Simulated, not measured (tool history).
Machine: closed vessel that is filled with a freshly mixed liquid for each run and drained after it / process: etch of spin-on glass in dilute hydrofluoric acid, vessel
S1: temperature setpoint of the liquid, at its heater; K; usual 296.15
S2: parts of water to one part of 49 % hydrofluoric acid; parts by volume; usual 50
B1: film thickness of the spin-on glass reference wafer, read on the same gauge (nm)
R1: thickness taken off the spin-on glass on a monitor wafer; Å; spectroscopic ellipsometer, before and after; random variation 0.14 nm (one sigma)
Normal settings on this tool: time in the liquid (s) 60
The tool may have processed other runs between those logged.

{"run": 1, "day": 0.0, "S1": 296.15, "S2": 65, "time in the liquid (s)": 60, "B1": 39.99, "R1": 308.1}
{"run": 2, "day": 0.517, "S1": 296.15, "S2": 50, "time in the liquid (s)": 60, "B1": 40.03, "R1": 409.4}
{"run": 3, "day": 1.192, "S1": 296.15, "S2": 50, "time in the liquid (s)": 60, "B1": 40, "R1": 409.8}
{"run": 4, "day": 1.696, "S1": 296.15, "S2": 50, "time in the liquid (s)": 60, "B1": 40, "R1": 408.6}
{"run": 5, "day": 2.25, "S1": 296.15, "S2": 35, "time in the liquid (s)": 60, "B1": 39.97, "R1": 597.1}
{"run": 6, "day": 2.933, "S1": 296.15, "S2": 35, "time in the liquid (s)": 60, "B1": 39.96, "R1": 592.1}
{"run": 7, "day": 3.292, "S1": 296.15, "S2": 35, "time in the liquid (s)": 60, "B1": 39.99, "R1": 594.2}
{"run": 8, "day": 3.862, "S1": 296.15, "S2": 50, "time in the liquid (s)": 45, "B1": 40.02, "R1": 306.9}
{"run": 9, "day": 4.183, "S1": 296.15, "S2": 50, "time in the liquid (s)": 60, "B1": 39.97, "R1": 408.6}
{"run": 10, "day": 6.379, "S1": 296.15, "S2": 50, "time in the liquid (s)": 60, "B1": 40, "R1": 405.6}
{"run": 11, "day": 6.708, "S1": 296.15, "S2": 50, "time in the liquid (s)": 60, "B1": 39.99, "R1": 405.8}
{"run": 12, "day": 7.083, "S1": 296.15, "S2": 50, "time in the liquid (s)": 60, "B1": 40, "R1": 406.3}
{"run": 13, "day": 7.829, "S1": 296.15, "S2": 50, "time in the liquid (s)": 60, "B1": 40.04, "R1": 404.9}
{"run": 14, "day": 8.108, "S1": 296.15, "S2": 50, "time in the liquid (s)": 90, "B1": 40.03, "R1": 610}
{"run": 15, "day": 8.521, "S1": 299.15, "S2": 35, "time in the liquid (s)": 30, "B1": 40.02, "R1": 335.4}
{"run": 16, "day": 9.179, "S1": 300.65, "S2": 75, "time in the liquid (s)": 75, "B1": 39.96, "R1": 392.1}
{"day": 9.775, "done": "gauge calibrated"}
{"run": 17, "day": 9.846, "S1": 294.15, "S2": 65, "time in the liquid (s)": 75, "B1": 40.04, "R1": 351.2}
{"run": 18, "day": 10.583, "S1": 296.15, "S2": 50, "time in the liquid (s)": 60, "B1": 39.96, "R1": 404.1}
{"day": 11.229, "done": "hydrofluoric acid flow meter replaced"}
{"run": 19, "day": 11.321, "S1": 292.15, "S2": 40, "time in the liquid (s)": 85, "B1": 40, "R1": 613.1}
{"run": 20, "day": 11.771, "S1": 295.15, "S2": 50, "time in the liquid (s)": 60, "B1": 39.97, "R1": 388.8}
{"day": 12.238, "done": "thermometer replaced"}
{"run": 21, "day": 12.258, "S1": 296.15, "S2": 75, "time in the liquid (s)": 90, "B1": 39.99, "R1": 433.4}
{"run": 22, "day": 12.675, "S1": 296.15, "S2": 50, "time in the liquid (s)": 75, "B1": 39.93, "R1": 557.6}
{"run": 23, "day": 13.9, "S1": 292.15, "S2": 35, "time in the liquid (s)": 75, "B1": 40.03, "R1": 685}
{"run": 24, "day": 14.496, "S1": 296.15, "S2": 50, "time in the liquid (s)": 60, "B1": 39.98, "R1": 446.6}
{"run": 25, "day": 15.133, "S1": 296.15, "S2": 50, "time in the liquid (s)": 85, "B1": 40, "R1": 634.3}
{"run": 26, "day": 15.696, "S1": 296.15, "S2": 35, "time in the liquid (s)": 85, "B1": 39.99, "R1": 914.2}
{"run": 27, "day": 16.279, "S1": 296.15, "S2": 50, "time in the liquid (s)": 60, "B1": 40, "R1": 446}
{"run": 28, "day": 16.633, "S1": 296.15, "S2": 50, "time in the liquid (s)": 40, "B1": 40.02, "R1": 295.4}
{"run": 29, "day": 18.317, "S1": 300.15, "S2": 50, "time in the liquid (s)": 75, "B1": 40.01, "R1": 651.5}
{"run": 30, "day": 19.054, "S1": 293.65, "S2": 30, "time in the liquid (s)": 40, "B1": 39.98, "R1": 455.9}
{"run": 31, "day": 19.458, "S1": 293.15, "S2": 50, "time in the liquid (s)": 45, "B1": 39.99, "R1": 293.3}
{"run": 32, "day": 19.942, "S1": 296.15, "S2": 70, "time in the liquid (s)": 60, "B1": 40.05, "R1": 308.8}
{"run": 33, "day": 20.483, "S1": 296.15, "S2": 50, "time in the liquid (s)": 60, "B1": 40.02, "R1": 443.5}
{"run": 34, "day": 21.154, "S1": 296.15, "S2": 60, "time in the liquid (s)": 35, "B1": 39.97, "R1": 213.8}

Selected run-to-run steps in R1, each split into two signed amounts: the part the tool would show with no hidden state at all (from settings, incoming material and random variation), and the remainder, which goes to the hidden state together with any gauge scatter not common to the measured and the hidden-state-free results:
Hidden conditions of the tool in this case: liquid colder than its thermometer reads (K); hydrofluoric acid flow above the setpoint (%); gauge reads high (%).
Run 7 -> 8: S2 35 -> 50, time in the liquid (s) 60 -> 45. R1 -287.3 Å: hidden state +28.6, all else -315.9.
Run 14 -> 15: S1 296.15 -> 299.15, S2 50 -> 35, time in the liquid (s) 90 -> 30. R1 -274.6 Å: hidden state +28.5, all else -303.1.
Run 20 -> 21: S1 295.15 -> 296.15, S2 50 -> 75, time in the liquid (s) 60 -> 90, thermometer replaced. R1 +44.6 Å: hidden state +41.4, all else +3.2.
Run 26 -> 27: S2 35 -> 50, time in the liquid (s) 85 -> 60. R1 -468.2 Å: hidden state +2.2, all else -470.4.
Run 28 -> 29: S1 296.15 -> 300.15, time in the liquid (s) 40 -> 75. R1 +356.1 Å: hidden state -3.3, all else +359.4.
